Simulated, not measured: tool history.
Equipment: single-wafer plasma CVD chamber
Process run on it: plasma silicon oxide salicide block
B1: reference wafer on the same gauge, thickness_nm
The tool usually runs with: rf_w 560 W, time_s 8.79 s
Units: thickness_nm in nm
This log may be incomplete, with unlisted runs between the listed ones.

run 1 hour=0.0 | rf_w=560 time_s=7.89 | B1=72.534 | thickness_nm=75.460
run 2 hour=36.0 | rf_w=560 time_s=7.89 | B1=72.534 | thickness_nm=74.972
run 3 hour=79.9 | rf_w=560 time_s=7.89 | B1=72.529 | thickness_nm=74.503
run 4 hour=150.7 | rf_w=560 time_s=8.79 | B1=72.609 | thickness_nm=83.056
run 5 hour=213.8 | rf_w=560 time_s=8.79 | B1=72.568 | thickness_nm=82.577
run 6 hour=252.6 | rf_w=560 time_s=8.79 | B1=72.571 | thickness_nm=82.317
run 7 hour=324.4 | rf_w=560 time_s=8.79 | B1=72.666 | thickness_nm=83.160
run 8 hour=386.4 | rf_w=560 time_s=8.79 | B1=72.537 | thickness_nm=85.990
run 9 hour=424.9 | rf_w=560 time_s=8.79 | B1=72.724 | thickness_nm=86.403
run 10 hour=492.9 | rf_w=560 time_s=8.79 | B1=72.688 | thickness_nm=85.395
run 11 hour=540.2 | rf_w=605 time_s=7.57 | B1=72.558 | thickness_nm=76.477
run 12 hour=583.6 | rf_w=665 time_s=9.92 | B1=72.542 | thickness_nm=103.756
run 13 hour=628.1 | rf_w=595 time_s=9.73 | B1=72.597 | thickness_nm=97.217
run 14 hour=652.6 | rf_w=590 time_s=9.54 | B1=72.561 | thickness_nm=95.021
run 15 hour=718.8 | rf_w=560 time_s=8.79 | B1=72.665 | thickness_nm=85.445
run 16 hour=744.5 | rf_w=465 time_s=9.36 | B1=72.602 | thickness_nm=84.078
run 17 hour=782.5 | rf_w=560 time_s=9.27 | B1=72.649 | thickness_nm=90.422
run 18 hour=830.4 | rf_w=525 time_s=10.05 | B1=72.644 | thickness_nm=95.077
run 19 hour=896.7 | rf_w=505 time_s=10.43 | B1=72.607 | thickness_nm=96.914
run 20 hour=923.9 | rf_w=560 time_s=8.79 | B1=72.632 | thickness_nm=84.998

Put back what was entered between runs (3 entries, withheld): which listed runs does each sit between, and how does the hidden state differ from the listed run before to the listed run after?
From run 7 to run 8: RF generator calibrated (hour 385.9)
  delivered RF power above the setpoint (%): -9.59 -> -0.0813
  measured minus no-state result, thickness_nm: -3.430 -> -0.027 nm
From run 9 to run 10: showerhead replaced (hour 437.4)
  delivered RF power above the setpoint (%): -0.316 -> -0.73
  measured minus no-state result, thickness_nm: -0.108 -> -0.247 nm
From run 13 to run 14: gauge calibrated (hour 630.8)
  delivered RF power above the setpoint (%): -1.55 -> -1.7
  measured minus no-state result, thickness_nm: -0.604 -> -0.648 nm
